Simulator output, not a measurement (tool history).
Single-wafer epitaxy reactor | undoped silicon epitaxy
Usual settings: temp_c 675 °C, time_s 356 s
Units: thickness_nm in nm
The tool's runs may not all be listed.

run	day	temp_c	time_s	read-back reference wafer on the same gauge, thickness_nm	thickness_nm
1	0.000	667	356	90.017	86.286
2	0.983	667	356	89.753	86.252
3	2.929	667	356	89.777	86.246
4	4.358	675	356	89.675	99.246
5	5.212	675	356	89.615	99.384
6	6.483	675	356	89.711	99.137
7	10.896	675	400	89.312	111.274
8	12.179	675	400	89.380	111.669
9	12.704	675	400	89.311	111.633
10	13.733	675	356	89.247	98.792
11	16.462	675	321	88.980	89.305
12	17.708	675	321	88.889	89.419
13	18.842	683	326	88.946	104.817
14	19.479	683	326	88.767	104.678
15	20.621	683	326	88.829	104.604
16	21.417	675	356	88.763	98.786
17	22.512	665	356	88.692	81.917
18	23.950	675	404	88.718	111.475
19	24.450	675	404	88.572	111.743
20	25.067	675	356	88.730	98.426
21	25.712	681	356	88.691	109.451
22	26.608	681	356	88.515	109.396
23	28.617	684	356	88.482	115.884
24	29.175	675	356	88.422	98.317
25	29.933	680	309	88.458	93.409
26	31.067	684	395	88.298	127.880
27	32.400	663	408	88.237	90.205
28	33.104	675	356	88.207	97.866
29	33.646	669	304	88.202	75.246
30	35.071	675	356	88.191	97.808
# day 35.617: gauge calibrated
31	36.250	671	308	89.763	80.402
32	36.804	663	397	89.765	89.203
33	38.354	675	356	89.724	99.633
# day 39.600: pyrometer calibrated
34	39.621	682	412	89.751	130.571
35	40.746	675	356	89.625	99.540
36	41.479	675	422	89.468	117.998
37	41.979	686	396	89.594	134.479
38	42.971	675	356	89.504	99.181
39	43.738	668	312	89.451	76.390
40	44.429	662	289	89.350	63.587
41	45.475	675	356	89.414	99.407
42	46.417	675	356	89.338	98.945
43	47.192	675	418	89.219	116.443
44	51.362	663	330	89.036	73.641
45	51.958	669	356	89.035	88.796
46	54.950	664	356	88.902	81.113
47	56.050	675	409	88.873	113.377

What the log doesn't show, run by run:
wafer temperature above the value expected at the setpoint (K): 0 in every run
H1: gauge reads high (%)
run	H1
1	0.103
2	0.0479
3	-0.0607
4	-0.141
5	-0.188
6	-0.259
7	-0.506
8	-0.577
9	-0.607
10	-0.664
11	-0.816
12	-0.886
13	-0.949
14	-0.985
15	-1.05
16	-1.09
17	-1.15
18	-1.23
19	-1.26
20	-1.3
21	-1.33
22	-1.38
23	-1.5
24	-1.53
25	-1.57
26	-1.63
27	-1.71
28	-1.75
29	-1.78
30	-1.86
31	0.0298
32	-0.00113
33	-0.0877
34	-0.158
35	-0.221
36	-0.262
37	-0.29
38	-0.345
39	-0.388
40	-0.427
41	-0.485
42	-0.538
43	-0.581
44	-0.814
45	-0.847
46	-1.01
47	-1.08
